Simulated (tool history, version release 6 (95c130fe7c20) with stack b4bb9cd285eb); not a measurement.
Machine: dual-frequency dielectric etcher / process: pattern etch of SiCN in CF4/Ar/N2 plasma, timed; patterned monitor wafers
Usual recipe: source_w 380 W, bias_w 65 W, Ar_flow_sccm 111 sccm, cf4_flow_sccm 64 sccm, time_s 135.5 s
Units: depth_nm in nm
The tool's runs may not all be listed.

run,hour,source_w,bias_w,Ar_flow_sccm,cf4_flow_sccm,time_s,"read-back reference wafer on the same gauge, depth_nm",depth_nm
1,0,380,65,111,64,135.5,84.7,102.2
2,18,380,65,111,57,135.5,84.6,99.9
# hour 31: source power generator calibrated
3,32.7,300,76,118,64,174,84.7,108.3
# hour 80.8: wet clean of the chamber
4,81.3,380,51,111,64,135.5,84.7,92.6
5,95.4,410,73,132,64,104,84.8,82.3
6,114.4,380,65,111,64,135.5,84.6,98.6
7,138.6,380,57,111,64,156,84.7,109.7
8,169,380,65,111,51,150.5,84.7,106.6
9,192,470,65,111,55,107.5,84.6,90.9
10,213.5,350,58,85,64,109.5,84.8,74.2
# hour 217.8: gauge calibrated
# hour 271.5: upper electrode replaced
# hour 304: CF4 flow controller replaced
11,304.5,380,65,111,64,135.5,84.7,99.2
12,335.3,380,65,133,64,152.5,84.6,109.5
13,347.9,380,80,111,64,135.5,84.7,105
14,361.8,290,65,92,50,109,84.7,62.9
15,385.5,380,65,111,64,135.5,84.7,98.9
16,416.5,320,65,111,53,135.5,84.8,84
17,442.1,380,50,92,64,135.5,84.8,94.2
18,456.8,290,65,127,55,118,84.8,67
19,479.3,380,65,111,64,135.5,84.6,99.1
20,513.3,380,65,111,64,135.5,84.8,100.1
21,536.8,300,65,133,70,135.5,84.8,81.8

Alternative continuations, all from the tool just after run 21; predict every row:
A,537.3,380,65,111,64,135.5,?,?
B,537.3,280,65,132,64,135.5,?,?
C,537.3,380,65,123,64,135.5,?,?
D,537.3,470,65,133,64,135.5,?,?

run,"read-back reference wafer on the same gauge, depth_nm",depth_nm
A,84.7,99.5
B,84.7,76.2
C,84.7,98.5
D,84.7,116.5
The same runs, with their run-to-run variation unchanged, on a tool lacking any hidden condition would have given:
run,depth_nm
A,99.1
B,76
C,98.2
D,116.2
